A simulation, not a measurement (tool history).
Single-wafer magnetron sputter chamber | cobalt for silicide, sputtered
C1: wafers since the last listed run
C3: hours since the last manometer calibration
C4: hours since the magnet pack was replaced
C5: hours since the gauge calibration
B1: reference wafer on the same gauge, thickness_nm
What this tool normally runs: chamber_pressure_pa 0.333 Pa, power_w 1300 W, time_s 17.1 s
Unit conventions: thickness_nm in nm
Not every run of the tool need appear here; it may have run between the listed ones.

Run 1, hour 0.0: usual settings; C1 0; wafers on the sputter target 1321; C3 1286.0; C4 5285.9; C5 55.2; B1 9.703. Result: thickness_nm 11.621 nm.
Run 2, hour 12.8: usual settings; C1 321; wafers on the sputter target 1642; C3 1298.8; C4 5298.7; C5 68.0; B1 9.701. Result: thickness_nm 11.630 nm.
Run 3, hour 37.6: usual settings; C1 622; wafers on the sputter target 2264; C3 1323.6; C4 5323.5; C5 92.8; B1 9.696. Result: thickness_nm 11.651 nm.
Run 4, hour 67.9: usual settings; C1 760; wafers on the sputter target 3024; C3 1353.9; C4 5353.8; C5 123.1; B1 9.701. Result: thickness_nm 11.668 nm.
Run 5, hour 100.5: usual settings; C1 817; wafers on the sputter target 3842; C3 1386.5; C4 5386.4; C5 155.7; B1 9.699. Result: thickness_nm 11.640 nm.
Run 6, hour 130.7: usual settings but time_s 15.1 s; C1 757; wafers on the sputter target 4599; C3 1416.7; C4 5416.6; C5 185.9; B1 9.696. Result: thickness_nm 10.257 nm.
Run 7, hour 159.9: usual settings; C1 732; wafers on the sputter target 5332; C3 1445.9; C4 5445.8; C5 215.1; B1 9.706. Result: thickness_nm 11.630 nm.
At hour 181.6: magnet pack replaced.
Run 8, hour 185.3: usual settings but chamber_pressure_pa 0.417 Pa, power_w 1150 W; C1 436; wafers on the sputter target 5768; C3 1471.3; C4 3.7; C5 240.5; B1 9.694. Result: thickness_nm 10.121 nm.
At hour 219.3: capacitance manometer re-zeroed and calibrated.
Run 9, hour 219.8: usual settings but chamber_pressure_pa 0.417 Pa, power_w 1150 W; C1 664; wafers on the sputter target 6433; C3 0.5; C4 38.2; C5 275.0; B1 9.701. Result: thickness_nm 9.870 nm.
At hour 223.6: gauge calibrated.
At hour 228.7: sputter target and shields replaced.
Run 10, hour 230.1: usual settings but chamber_pressure_pa 0.268 Pa; C1 57; wafers on the sputter target 34; C3 10.8; C4 48.5; C5 6.5; B1 9.702. Result: thickness_nm 11.895 nm.
Run 11, hour 249.2: usual settings but chamber_pressure_pa 0.405 Pa, power_w 1100 W, time_s 19.5 s; C1 479; wafers on the sputter target 513; C3 29.9; C4 67.6; C5 25.6; B1 9.694. Result: thickness_nm 11.001 nm.
Run 12, hour 281.3: usual settings; C1 805; wafers on the sputter target 1318; C3 62.0; C4 99.7; C5 57.7; B1 9.699. Result: thickness_nm 11.509 nm.
Run 13, hour 314.6: usual settings but chamber_pressure_pa 0.203 Pa, power_w 1400 W; C1 835; wafers on the sputter target 2153; C3 95.3; C4 133.0; C5 91.0; B1 9.701. Result: thickness_nm 13.097 nm.
Run 14, hour 335.0: usual settings but power_w 1100 W; C1 511; wafers on the sputter target 2665; C3 115.7; C4 153.4; C5 111.4; B1 9.699. Result: thickness_nm 9.970 nm.
Run 15, hour 364.3: usual settings but chamber_pressure_pa 0.422 Pa, power_w 1550 W, time_s 18.1 s; C1 735; wafers on the sputter target 3400; C3 145.0; C4 182.7; C5 140.7; B1 9.703. Result: thickness_nm 13.529 nm.
Run 16, hour 388.6: usual settings but power_w 1150 W; C1 609; wafers on the sputter target 4010; C3 169.3; C4 207.0; C5 165.0; B1 9.702. Result: thickness_nm 10.348 nm.
Run 17, hour 413.5: usual settings but chamber_pressure_pa 0.275 Pa; C1 624; wafers on the sputter target 4634; C3 194.2; C4 231.9; C5 189.9; B1 9.697. Result: thickness_nm 11.784 nm.
Run 18, hour 436.3: usual settings; C1 571; wafers on the sputter target 5206; C3 217.0; C4 254.7; C5 212.7; B1 9.699. Result: thickness_nm 11.468 nm.
Run 19, hour 457.0: usual settings but chamber_pressure_pa 0.200 Pa, time_s 14.5 s; C1 519; wafers on the sputter target 5726; C3 237.7; C4 275.4; C5 233.4; B1 9.704. Result: thickness_nm 10.368 nm.
Run 20, hour 473.2: usual settings but time_s 15.3 s; C1 406; wafers on the sputter target 6132; C3 253.9; C4 291.6; C5 249.6; B1 9.695. Result: thickness_nm 10.210 nm.

Each row is a separate what-if for the run after 20, all from the same tool condition, not one after another. Results?
Run A, hour 473.6: usual settings; C1 10; wafers on the sputter target 6142; C3 254.3; C4 292.0; C5 250.0; B1 ?. Result: thickness_nm ?.
Run B, hour 473.6: usual settings but chamber_pressure_pa 0.296 Pa, power_w 1500 W, time_s 18.5 s; C1 10; wafers on the sputter target 6142; C3 254.3; C4 292.0; C5 250.0; B1 ?. Result: thickness_nm ?.
Run C, hour 473.6: usual settings but chamber_pressure_pa 0.278 Pa, power_w 1200 W, time_s 18.3 s; C1 10; wafers on the sputter target 6142; C3 254.3; C4 292.0; C5 250.0; B1 ?. Result: thickness_nm ?.

run     B1  thickness_nm
  A  9.702        11.450
  B  9.702        14.269
  C  9.702        11.777
Stripped of hidden state, with their random variation kept, the same runs would have yielded:
run  thickness_nm
  A        11.509
  B        14.345
  C        11.841
